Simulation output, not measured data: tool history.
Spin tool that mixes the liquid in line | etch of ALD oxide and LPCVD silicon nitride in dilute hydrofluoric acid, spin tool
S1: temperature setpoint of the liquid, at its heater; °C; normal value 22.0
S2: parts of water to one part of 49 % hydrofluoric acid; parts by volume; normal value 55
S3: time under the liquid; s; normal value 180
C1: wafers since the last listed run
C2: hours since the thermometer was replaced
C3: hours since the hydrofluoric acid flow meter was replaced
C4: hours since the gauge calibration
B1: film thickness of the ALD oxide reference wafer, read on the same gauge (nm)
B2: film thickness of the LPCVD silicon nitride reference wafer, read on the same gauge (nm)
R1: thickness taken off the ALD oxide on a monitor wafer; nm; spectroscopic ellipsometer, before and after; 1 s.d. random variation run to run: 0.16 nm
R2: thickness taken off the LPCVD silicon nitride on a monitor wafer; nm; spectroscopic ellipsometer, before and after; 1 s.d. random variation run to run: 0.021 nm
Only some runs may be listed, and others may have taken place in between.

{"run": 1, "hour": 0.0, "S1": 22.0, "S2": 55, "S3": 180, "C1": 0, "C2": 1467.9, "C3": 2172.2, "C4": 83.2, "B1": 120.02, "B2": 139.998, "R1": 42.28, "R2": 1.055}
{"run": 2, "hour": 15.7, "S1": 19.5, "S2": 55, "S3": 100, "C1": 109, "C2": 1483.6, "C3": 2187.9, "C4": 98.9, "B1": 119.98, "B2": 139.998, "R1": 21.05, "R2": 0.493}
{"run": 3, "hour": 23.8, "S1": 19.5, "S2": 55, "S3": 100, "C1": 56, "C2": 1491.7, "C3": 2196.0, "C4": 107.0, "B1": 120.0, "B2": 140.008, "R1": 20.96, "R2": 0.487}
{"run": 4, "hour": 34.9, "S1": 22.0, "S2": 55, "S3": 180, "C1": 77, "C2": 1502.8, "C3": 2207.1, "C4": 118.1, "B1": 119.98, "B2": 140.001, "R1": 42.16, "R2": 1.075}
{"run": 5, "hour": 45.5, "S1": 22.0, "S2": 55, "S3": 180, "C1": 74, "C2": 1513.4, "C3": 2217.7, "C4": 128.7, "B1": 119.99, "B2": 140.006, "R1": 42.04, "R2": 1.031}
{"run": 6, "hour": 60.0, "S1": 22.0, "S2": 55, "S3": 180, "C1": 101, "C2": 1527.9, "C3": 2232.2, "C4": 143.2, "B1": 120.0, "B2": 139.989, "R1": 42.09, "R2": 1.01}
{"run": 7, "hour": 68.4, "S1": 22.0, "S2": 55, "S3": 180, "C1": 58, "C2": 1536.3, "C3": 2240.6, "C4": 151.6, "B1": 119.99, "B2": 140.003, "R1": 42.14, "R2": 1.075}
{"run": 8, "hour": 82.6, "S1": 22.0, "S2": 55, "S3": 180, "C1": 99, "C2": 1550.5, "C3": 2254.8, "C4": 165.8, "B1": 119.99, "B2": 140.023, "R1": 41.98, "R2": 1.062}
{"run": 9, "hour": 95.7, "S1": 24.5, "S2": 55, "S3": 180, "C1": 91, "C2": 1563.6, "C3": 2267.9, "C4": 178.9, "B1": 119.98, "B2": 139.971, "R1": 46.84, "R2": 1.226}
{"run": 10, "hour": 105.9, "S1": 20.0, "S2": 85, "S3": 245, "C1": 71, "C2": 1573.8, "C3": 2278.1, "C4": 189.1, "B1": 120.0, "B2": 139.986, "R1": 32.81, "R2": 0.83}
{"run": 11, "hour": 121.2, "S1": 22.0, "S2": 35, "S3": 180, "C1": 106, "C2": 1589.1, "C3": 2293.4, "C4": 204.4, "B1": 120.02, "B2": 139.996, "R1": 67.48, "R2": 1.577}
{"hour": 132.9, "done": "thermometer replaced"}
{"run": 12, "hour": 133.4, "S1": 22.0, "S2": 55, "S3": 180, "C1": 78, "C2": 0.5, "C3": 2305.6, "C4": 216.6, "B1": 120.0, "B2": 139.987, "R1": 47.03, "R2": 1.264}
{"hour": 136.9, "done": "gauge calibrated"}
{"hour": 139.2, "done": "hydrofluoric acid flow meter replaced"}
{"run": 13, "hour": 146.7, "S1": 19.5, "S2": 55, "S3": 180, "C1": 85, "C2": 13.8, "C3": 7.5, "C4": 9.8, "B1": 120.01, "B2": 140.01, "R1": 42.21, "R2": 1.07}
{"run": 14, "hour": 154.4, "S1": 22.0, "S2": 40, "S3": 180, "C1": 53, "C2": 21.5, "C3": 15.2, "C4": 17.5, "B1": 119.99, "B2": 139.982, "R1": 65.86, "R2": 1.758}
{"run": 15, "hour": 164.5, "S1": 22.0, "S2": 55, "S3": 215, "C1": 70, "C2": 31.6, "C3": 25.3, "C4": 27.6, "B1": 120.0, "B2": 139.971, "R1": 56.14, "R2": 1.52}
{"run": 16, "hour": 215.8, "S1": 19.0, "S2": 30, "S3": 180, "C1": 358, "C2": 82.9, "C3": 76.6, "C4": 78.9, "B1": 120.01, "B2": 139.992, "R1": 78.11, "R2": 1.786}
{"run": 17, "hour": 230.6, "S1": 20.0, "S2": 30, "S3": 145, "C1": 103, "C2": 97.7, "C3": 91.4, "C4": 93.7, "B1": 119.99, "B2": 140.013, "R1": 65.19, "R2": 1.585}
{"run": 18, "hour": 241.4, "S1": 18.0, "S2": 55, "S3": 150, "C1": 75, "C2": 108.5, "C3": 102.2, "C4": 104.5, "B1": 120.02, "B2": 139.997, "R1": 32.87, "R2": 0.767}
{"run": 19, "hour": 249.2, "S1": 22.0, "S2": 55, "S3": 180, "C1": 54, "C2": 116.3, "C3": 110.0, "C4": 112.3, "B1": 120.0, "B2": 139.999, "R1": 46.64, "R2": 1.247}

Pick out some run-to-run changes in R1. Of each, how much would a tool without hidden state show as well, from the settings, what came in and chance, and how much is left for the hidden state and any gauge scatter not in both results compared?
Hidden state present: liquid colder than its thermometer reads (K); hydrofluoric acid flow above the setpoint (%); gauge reads high (%).
Run 10 -> 11: S1 20.0 -> 22.0, S2 85 -> 35, S3 245 -> 180. R1 +34.67 nm: hidden state -4.67, all else +39.34.
Run 11 -> 12: S2 35 -> 55, thermometer replaced. R1 -20.45 nm: hidden state +8.66, all else -29.11.

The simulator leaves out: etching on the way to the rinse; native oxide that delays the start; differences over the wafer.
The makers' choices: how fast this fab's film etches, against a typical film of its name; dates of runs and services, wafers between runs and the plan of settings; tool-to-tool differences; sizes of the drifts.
